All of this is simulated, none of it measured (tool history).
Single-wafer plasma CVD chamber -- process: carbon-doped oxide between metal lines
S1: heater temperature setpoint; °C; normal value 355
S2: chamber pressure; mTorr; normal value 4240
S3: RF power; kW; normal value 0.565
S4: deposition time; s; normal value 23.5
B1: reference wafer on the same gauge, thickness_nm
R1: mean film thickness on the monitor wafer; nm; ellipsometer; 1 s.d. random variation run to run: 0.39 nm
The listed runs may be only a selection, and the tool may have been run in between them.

run,hour,S1,S2,S3,S4,B1,R1
1,0.0,359,4240,0.565,27.2,133.991,125.615
2,6.1,359,4240,0.565,27.2,133.963,124.529
3,15.4,355,4240,0.565,23.5,134.128,109.510
4,45.6,355,4240,0.565,23.5,134.066,109.277
# hour 71.2: capacitance manometer re-zeroed and calibrated
# hour 78.4: gauge calibrated
5,92.8,355,4240,0.565,23.5,134.030,109.245
6,110.6,355,4240,0.565,23.5,134.088,108.837
7,126.2,355,4240,0.565,23.5,133.989,109.181
8,137.4,355,4240,0.565,23.5,133.913,109.226
9,145.1,355,4240,0.565,23.5,134.177,108.906
10,151.8,355,4240,0.565,23.5,133.978,108.645
11,160.0,370,4240,0.565,20.1,133.966,89.988
12,190.4,369,3700,0.520,18.9,133.998,79.912
13,202.2,361,3380,0.670,19.8,134.065,96.743

For run 14, what comes out?
# hour 216.9: thermocouple changed; heater temperature recalibrated
14,217.4,355,5210,0.565,23.5,?,?

{"run 14": {"B1": 134.132, "R1": 112.105}}
If the tool had no hidden condition, the same run with the same run-to-run variation would have returned R1 117.311 nm.
